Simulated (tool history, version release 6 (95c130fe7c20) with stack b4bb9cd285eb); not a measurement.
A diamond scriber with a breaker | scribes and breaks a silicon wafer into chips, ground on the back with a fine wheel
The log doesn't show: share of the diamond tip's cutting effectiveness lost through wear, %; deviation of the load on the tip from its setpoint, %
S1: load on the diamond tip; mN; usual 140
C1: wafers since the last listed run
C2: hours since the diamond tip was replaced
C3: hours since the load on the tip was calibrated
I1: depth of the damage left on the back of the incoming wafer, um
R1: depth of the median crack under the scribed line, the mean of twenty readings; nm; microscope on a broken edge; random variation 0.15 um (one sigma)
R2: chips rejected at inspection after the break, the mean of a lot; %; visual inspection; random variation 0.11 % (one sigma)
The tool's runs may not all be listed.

| run | hour | S1 | C1 | C2 | C3 | I1 | R1 | R2 |
|---|---|---|---|---|---|---|---|---|
| 1 | 0.0 | 128 | 0 | 761.3 | 1118.2 | 2.00 | 11220 | 6.27 |
| 2 | 16.6 | 140 | 44 | 777.9 | 1134.8 | 1.54 | 11850 | 2.81 |
| 3 | 25.8 | 120 | 24 | 787.1 | 1144.0 | 1.84 | 11000 | 7.72 |
| 4 | 40.5 | 120 | 39 | 801.8 | 1158.7 | 1.59 | 10970 | 6.75 |
| 5 | 54.8 | 140 | 38 | 816.1 | 1173.0 | 1.53 | 11840 | 3.77 |
| 6 | 65.3 | 140 | 27 | 826.6 | 1183.5 | 1.79 | 12090 | 3.94 |
| 7 | 74.7 | 140 | 25 | 836.0 | 1192.9 | 2.66 | 11620 | 4.22 |
| 8 | 88.5 | 140 | 36 | 849.8 | 1206.7 | 2.57 | 11770 | 4.89 |
| 9 | 96.1 | 140 | 20 | 857.4 | 1214.3 | 1.74 | 11770 | 3.42 |
| 10 | 106.8 | 140 | 28 | 868.1 | 1225.0 | 2.49 | 11680 | 3.86 |
| 11 | 117.6 | 140 | 28 | 878.9 | 1235.8 | 2.45 | 11690 | 3.74 |
| 12 | 130.5 | 140 | 34 | 891.8 | 1248.7 | 1.60 | 11670 | 4.72 |
| 13 | 145.5 | 140 | 39 | 906.8 | 1263.7 | 1.62 | 11650 | 3.69 |
| 14 | 151.9 | 140 | 17 | 913.2 | 1270.1 | 2.17 | 11610 | 4.45 |
| 15 | 165.4 | 140 | 35 | 926.7 | 1283.6 | 1.70 | 11640 | 4.12 |
|  | 170.5 | diamond tip replaced by a new one |
|  | 188.5 | load on the tip recalibrated |
| 16 | 213.2 | 140 | 116 | 42.7 | 24.7 | 2.78 | 10050 | 15.98 |
| 17 | 223.6 | 173 | 27 | 53.1 | 35.1 | 2.67 | 11190 | 6.31 |
|  | 231.3 | diamond tip replaced by a new one, repeated, since the last time left the tool worse |
| 18 | 231.8 | 116 | 16 | 0.5 | 43.3 | 1.93 | 11670 | 3.74 |
| 19 | 247.0 | 156 | 40 | 15.7 | 58.5 | 2.05 | 13790 | 1.48 |
| 20 | 260.6 | 114 | 36 | 29.3 | 72.1 | 2.74 | 11710 | 5.15 |
| 21 | 270.5 | 140 | 26 | 39.2 | 82.0 | 2.58 | 12990 | 1.84 |
| 22 | 288.1 | 171 | 46 | 56.8 | 99.6 | 1.74 | 14290 | 2.71 |
| 23 | 304.2 | 140 | 42 | 72.9 | 115.7 | 2.84 | 12790 | 2.34 |
| 24 | 338.7 | 179 | 91 | 107.4 | 150.2 | 1.91 | 14330 | 2.86 |
| 25 | 347.1 | 173 | 22 | 115.8 | 158.6 | 1.97 | 13850 | 2.71 |
| 26 | 359.7 | 103 | 33 | 128.4 | 171.2 | 1.82 | 11010 | 8.10 |
| 27 | 369.9 | 169 | 27 | 138.6 | 181.4 | 1.71 | 13670 | 1.98 |
| 28 | 378.8 | 118 | 23 | 147.5 | 190.3 | 1.66 | 11650 | 4.20 |
| 29 | 392.5 | 151 | 36 | 161.2 | 204.0 | 1.59 | 13180 | 0.96 |
| 30 | 400.1 | 140 | 20 | 168.8 | 211.6 | 2.24 | 12420 | 1.70 |
| 31 | 408.7 | 101 | 22 | 177.4 | 220.2 | 1.90 | 10810 | 9.42 |
| 32 | 420.5 | 176 | 31 | 189.2 | 232.0 | 2.70 | 14370 | 3.09 |
| 33 | 435.6 | 98 | 40 | 204.3 | 247.1 | 1.63 | 10490 | 11.13 |
| 34 | 446.8 | 153 | 29 | 215.5 | 258.3 | 2.82 | 13200 | 1.81 |
| 35 | 460.1 | 129 | 35 | 228.8 | 271.6 | 2.24 | 12100 | 3.13 |
| 36 | 476.3 | 117 | 43 | 245.0 | 287.8 | 2.79 | 11430 | 5.63 |

What the log doesn't show, run by run:
deviation of the load on the tip from its setpoint, %: 0 in every run
H1: share of the diamond tip's cutting effectiveness lost through wear, %
| run | H1 |
|---|---|
| 1 | 13.7 |
| 2 | 14 |
| 3 | 14.2 |
| 4 | 14.4 |
| 5 | 14.7 |
| 6 | 14.9 |
| 7 | 15 |
| 8 | 15.3 |
| 9 | 15.4 |
| 10 | 15.6 |
| 11 | 15.8 |
| 12 | 16 |
| 13 | 16.3 |
| 14 | 16.4 |
| 15 | 16.6 |
| 16 | 32.2 |
| 17 | 32.4 |
| 18 | 2.11 |
| 19 | 2.37 |
| 20 | 2.61 |
| 21 | 2.78 |
| 22 | 3.08 |
| 23 | 3.36 |
| 24 | 3.96 |
| 25 | 4.11 |
| 26 | 4.33 |
| 27 | 4.51 |
| 28 | 4.66 |
| 29 | 4.9 |
| 30 | 5.03 |
| 31 | 5.18 |
| 32 | 5.39 |
| 33 | 5.65 |
| 34 | 5.84 |
| 35 | 6.07 |
| 36 | 6.36 |

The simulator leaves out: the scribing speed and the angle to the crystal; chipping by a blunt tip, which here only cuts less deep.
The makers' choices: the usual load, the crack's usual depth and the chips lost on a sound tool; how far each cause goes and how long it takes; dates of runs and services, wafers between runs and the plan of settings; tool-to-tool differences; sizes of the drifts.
